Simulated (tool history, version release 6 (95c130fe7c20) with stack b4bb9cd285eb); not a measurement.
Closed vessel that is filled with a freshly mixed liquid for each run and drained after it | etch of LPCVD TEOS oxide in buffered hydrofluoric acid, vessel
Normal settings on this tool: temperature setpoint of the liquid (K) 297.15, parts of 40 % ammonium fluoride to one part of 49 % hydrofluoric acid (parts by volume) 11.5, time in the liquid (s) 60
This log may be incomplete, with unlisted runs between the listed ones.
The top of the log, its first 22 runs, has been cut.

run,hour,temperature setpoint of the liquid (K),parts of 40 % ammonium fluoride to one part of 49 % hydrofluoric acid (parts by volume),time in the liquid (s),"read-back film thickness of the LPCVD TEOS oxide reference wafer, read on the same gauge (nm)",thickness taken off the LPCVD TEOS oxide on a monitor wafer (angstrom)
# hour 1747.0: thermometer replaced
23,1830.5,293.65,13.5,30,90.05,939.8
24,1910.2,297.15,11.5,60,90.01,2682.3
25,2000.8,297.15,11.5,60,89.98,2683.9
26,2049.9,297.15,11.5,40,90.05,1798.9
27,2093.3,293.65,11.5,60,89.96,2213.6
28,2150.3,301.15,11.5,35,90.00,1964.3
29,2245.3,294.65,11.5,60,90.04,2365.0
30,2349.3,292.65,11.5,30,90.03,1047.0
# hour 2377.6: gauge calibrated
31,2415.5,292.15,11.5,60,90.00,2066.2
32,2467.9,292.65,14.5,40,89.99,1119.2
33,2521.5,300.15,9.5,70,89.98,4370.2
34,2610.7,297.15,9.5,70,89.95,3706.1

Forecast each of these 3 alternatives for the next run:
A,2611.4,297.15,10.0,60,?,?
B,2611.4,294.65,11.5,75,?,?
C,2611.4,297.15,11.5,80,?,?

run,"read-back film thickness of the LPCVD TEOS oxide reference wafer, read on the same gauge (nm)",thickness taken off the LPCVD TEOS oxide on a monitor wafer (angstrom)
A,90.00,3105.9
B,90.00,2981.7
C,90.00,3649.3
Without the tool's hidden state the same runs would have given:
run,thickness taken off the LPCVD TEOS oxide on a monitor wafer (angstrom)
A,3051.8
B,2901.5
C,3551.1
